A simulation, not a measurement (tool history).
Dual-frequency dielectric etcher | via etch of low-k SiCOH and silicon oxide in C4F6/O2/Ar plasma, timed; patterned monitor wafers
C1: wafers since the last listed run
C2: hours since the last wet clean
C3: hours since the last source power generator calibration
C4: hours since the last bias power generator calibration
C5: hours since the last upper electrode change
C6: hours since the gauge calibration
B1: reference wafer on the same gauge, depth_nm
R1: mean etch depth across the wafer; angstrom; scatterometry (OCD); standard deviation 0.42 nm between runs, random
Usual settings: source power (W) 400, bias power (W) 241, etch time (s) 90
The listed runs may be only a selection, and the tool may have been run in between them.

{"run": 1, "day": 0.0, "source power (W)": 400, "bias power (W)": 241, "etch time (s)": 90, "C1": 0, "C2": 444.5, "C3": 3434.5, "C4": 2556.9, "C5": 5903.6, "C6": 106.4, "B1": 337, "R1": 2779}
{"run": 2, "day": 0.388, "source power (W)": 400, "bias power (W)": 241, "etch time (s)": 90, "C1": 111, "C2": 453.8, "C3": 3443.8, "C4": 2566.2, "C5": 5912.9, "C6": 115.7, "B1": 337, "R1": 2773}
{"run": 3, "day": 0.862, "source power (W)": 400, "bias power (W)": 241, "etch time (s)": 90, "C1": 136, "C2": 465.2, "C3": 3455.2, "C4": 2577.6, "C5": 5924.3, "C6": 127.1, "B1": 337, "R1": 2769}
{"run": 4, "day": 1.508, "source power (W)": 440, "bias power (W)": 241, "etch time (s)": 90, "C1": 185, "C2": 480.7, "C3": 3470.7, "C4": 2593.1, "C5": 5939.8, "C6": 142.6, "B1": 337, "R1": 2885}
{"run": 5, "day": 2.233, "source power (W)": 440, "bias power (W)": 241, "etch time (s)": 90, "C1": 208, "C2": 498.1, "C3": 3488.1, "C4": 2610.5, "C5": 5957.2, "C6": 160, "B1": 337, "R1": 2876}
{"run": 6, "day": 2.546, "source power (W)": 400, "bias power (W)": 211, "etch time (s)": 90, "C1": 89, "C2": 505.6, "C3": 3495.6, "C4": 2618, "C5": 5964.7, "C6": 167.5, "B1": 337, "R1": 2679}
{"run": 7, "day": 3.288, "source power (W)": 400, "bias power (W)": 211, "etch time (s)": 90, "C1": 212, "C2": 523.4, "C3": 3513.4, "C4": 2635.8, "C5": 5982.5, "C6": 185.3, "B1": 337, "R1": 2672}
{"day": 4.412, "done": "wet clean of the chamber"}
{"run": 8, "day": 4.433, "source power (W)": 400, "bias power (W)": 241, "etch time (s)": 90, "C1": 41, "C2": 0.5, "C3": 3540.9, "C4": 2663.3, "C5": 6010, "C6": 212.8, "B1": 337, "R1": 2818}
{"run": 9, "day": 4.558, "source power (W)": 400, "bias power (W)": 241, "etch time (s)": 90, "C1": 35, "C2": 3.5, "C3": 3543.9, "C4": 2666.3, "C5": 6013, "C6": 215.8, "B1": 337.1, "R1": 2824}
{"day": 5.162, "done": "source power generator calibrated"}
{"day": 5.333, "done": "bias power generator calibrated"}
{"run": 10, "day": 5.354, "source power (W)": 400, "bias power (W)": 241, "etch time (s)": 90, "C1": 132, "C2": 22.6, "C3": 4.6, "C4": 0.5, "C5": 6032.1, "C6": 234.9, "B1": 337.1, "R1": 2814}
{"day": 5.367, "done": "gauge calibrated"}
{"run": 11, "day": 5.479, "source power (W)": 370, "bias power (W)": 210, "etch time (s)": 90, "C1": 35, "C2": 25.6, "C3": 7.6, "C4": 3.5, "C5": 6035.1, "C6": 2.7, "B1": 337.1, "R1": 2642}
{"run": 12, "day": 5.867, "source power (W)": 400, "bias power (W)": 296, "etch time (s)": 90, "C1": 111, "C2": 34.9, "C3": 16.9, "C4": 12.8, "C5": 6044.4, "C6": 12, "B1": 337.1, "R1": 2978}
{"day": 6.912, "done": "upper electrode replaced"}
{"run": 13, "day": 6.933, "source power (W)": 400, "bias power (W)": 241, "etch time (s)": 67, "C1": 19, "C2": 60.5, "C3": 42.5, "C4": 38.4, "C5": 0.5, "C6": 37.6, "B1": 336.8, "R1": 2089}
{"run": 14, "day": 6.946, "source power (W)": 400, "bias power (W)": 241, "etch time (s)": 90, "C1": 3, "C2": 60.8, "C3": 42.8, "C4": 38.7, "C5": 0.8, "C6": 37.9, "B1": 337, "R1": 2820}
{"run": 15, "day": 7.283, "source power (W)": 330, "bias power (W)": 241, "etch time (s)": 108.5, "C1": 96, "C2": 68.9, "C3": 50.9, "C4": 46.8, "C5": 8.9, "C6": 46, "B1": 337, "R1": 3134}
{"run": 16, "day": 7.892, "source power (W)": 450, "bias power (W)": 185, "etch time (s)": 73.5, "C1": 174, "C2": 83.5, "C3": 65.5, "C4": 61.4, "C5": 23.5, "C6": 60.6, "B1": 337.1, "R1": 2269}
{"run": 17, "day": 8.517, "source power (W)": 400, "bias power (W)": 241, "etch time (s)": 90, "C1": 179, "C2": 98.5, "C3": 80.5, "C4": 76.4, "C5": 38.5, "C6": 75.6, "B1": 337.1, "R1": 2809}
{"run": 18, "day": 9.117, "source power (W)": 360, "bias power (W)": 293, "etch time (s)": 75.5, "C1": 172, "C2": 112.9, "C3": 94.9, "C4": 90.8, "C5": 52.9, "C6": 90, "B1": 336.9, "R1": 2379}
{"run": 19, "day": 9.696, "source power (W)": 370, "bias power (W)": 210, "etch time (s)": 77.5, "C1": 166, "C2": 126.8, "C3": 108.8, "C4": 104.7, "C5": 66.8, "C6": 103.9, "B1": 337, "R1": 2265}
{"run": 20, "day": 10.442, "source power (W)": 480, "bias power (W)": 265, "etch time (s)": 114.5, "C1": 214, "C2": 144.7, "C3": 126.7, "C4": 122.6, "C5": 84.7, "C6": 121.8, "B1": 337, "R1": 3943}

Consider 5 possible next runs. They are alternatives, not a sequence: every one starts from the tool as it was left by run 20. What does each give?
{"run": "A", "day": 10.458, "source power (W)": 400, "bias power (W)": 241, "etch time (s)": 90, "C1": 4, "C2": 145.1, "C3": 127.1, "C4": 123, "C5": 85.1, "C6": 122.2, "B1": "?", "R1": "?"}
{"run": "B", "day": 10.458, "source power (W)": 480, "bias power (W)": 270, "etch time (s)": 80.5, "C1": 4, "C2": 145.1, "C3": 127.1, "C4": 123, "C5": 85.1, "C6": 122.2, "B1": "?", "R1": "?"}
{"run": "C", "day": 10.458, "source power (W)": 400, "bias power (W)": 212, "etch time (s)": 79.5, "C1": 4, "C2": 145.1, "C3": 127.1, "C4": 123, "C5": 85.1, "C6": 122.2, "B1": "?", "R1": "?"}
{"run": "D", "day": 10.458, "source power (W)": 300, "bias power (W)": 198, "etch time (s)": 116.5, "C1": 4, "C2": 145.1, "C3": 127.1, "C4": 123, "C5": 85.1, "C6": 122.2, "B1": "?", "R1": "?"}
{"run": "E", "day": 10.458, "source power (W)": 400, "bias power (W)": 241, "etch time (s)": 80.5, "C1": 4, "C2": 145.1, "C3": 127.1, "C4": 123, "C5": 85.1, "C6": 122.2, "B1": "?", "R1": "?"}

run=A B1=337.1 R1=2808
run=B B1=337.1 R1=2786
run=C B1=337.1 R1=2403
run=D B1=337.1 R1=3072
run=E B1=337.1 R1=2512
Without the tool's hidden state the same runs would have given:
run=A R1=2825
run=B R1=2803
run=C R1=2418
run=D R1=3091
run=E R1=2527
